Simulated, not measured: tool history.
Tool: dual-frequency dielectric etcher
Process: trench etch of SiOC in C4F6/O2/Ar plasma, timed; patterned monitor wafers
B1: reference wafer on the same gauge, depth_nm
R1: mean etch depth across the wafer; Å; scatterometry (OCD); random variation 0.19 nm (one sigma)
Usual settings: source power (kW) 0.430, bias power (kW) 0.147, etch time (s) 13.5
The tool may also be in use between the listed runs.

Run 1, day 0.000: usual settings; B1 26.29. Result: R1 281.5 Å.
Run 2, day 0.758: usual settings; B1 26.27. Result: R1 280.3 Å.
Run 3, day 2.125: usual settings; B1 26.28. Result: R1 285.0 Å.
Run 4, day 3.504: usual settings; B1 26.27. Result: R1 286.5 Å.
Run 5, day 4.829: usual settings but etch time (s) 16.0; B1 26.26. Result: R1 334.5 Å.
Run 6, day 6.142: usual settings but etch time (s) 16.0; B1 26.35. Result: R1 339.6 Å.
Run 7, day 7.388: usual settings; B1 26.24. Result: R1 283.5 Å.
Run 8, day 8.121: usual settings; B1 26.25. Result: R1 287.8 Å.
At day 9.367: bias power generator calibrated.
Run 9, day 9.388: usual settings but source power (kW) 0.350, bias power (kW) 0.130; B1 26.38. Result: R1 248.6 Å.
At day 10.529: upper electrode replaced.
At day 11.404: wet clean of the chamber.
Run 10, day 11.425: usual settings but source power (kW) 0.360, etch time (s) 15.5; B1 26.29. Result: R1 286.3 Å.
Run 11, day 11.438: usual settings; B1 26.29. Result: R1 277.0 Å.
At day 11.871: source power generator calibrated.
Run 12, day 11.892: usual settings; B1 26.32. Result: R1 275.4 Å.
At day 12.750: gauge calibrated.
Run 13, day 12.854: usual settings but source power (kW) 0.390, bias power (kW) 0.111, etch time (s) 15.5; B1 26.39. Result: R1 284.6 Å.
Run 14, day 13.562: usual settings; B1 26.35. Result: R1 279.9 Å.
Run 15, day 14.754: usual settings but source power (kW) 0.360, bias power (kW) 0.134, etch time (s) 12.0; B1 26.33. Result: R1 217.5 Å.
Run 16, day 19.117: usual settings but source power (kW) 0.460, bias power (kW) 0.114; B1 26.32. Result: R1 272.0 Å.
Run 17, day 19.883: usual settings but etch time (s) 15.5; B1 26.34. Result: R1 325.5 Å.

Forecast each of these 3 alternatives for the next run:
Run A, day 19.900: usual settings but etch time (s) 12.0; B1 ?. Result: R1 ?.
Run B, day 19.900: usual settings but source power (kW) 0.370; B1 ?. Result: R1 ?.
Run C, day 19.900: usual settings but source power (kW) 0.380, bias power (kW) 0.169, etch time (s) 14.5; B1 ?. Result: R1 ?.

run     B1     R1
  A  26.30  251.5
  B  26.30  260.4
  C  26.30  294.9
Without the tool's hidden state the same runs would have given:
run     R1
  A  247.1
  B  255.8
  C  289.7

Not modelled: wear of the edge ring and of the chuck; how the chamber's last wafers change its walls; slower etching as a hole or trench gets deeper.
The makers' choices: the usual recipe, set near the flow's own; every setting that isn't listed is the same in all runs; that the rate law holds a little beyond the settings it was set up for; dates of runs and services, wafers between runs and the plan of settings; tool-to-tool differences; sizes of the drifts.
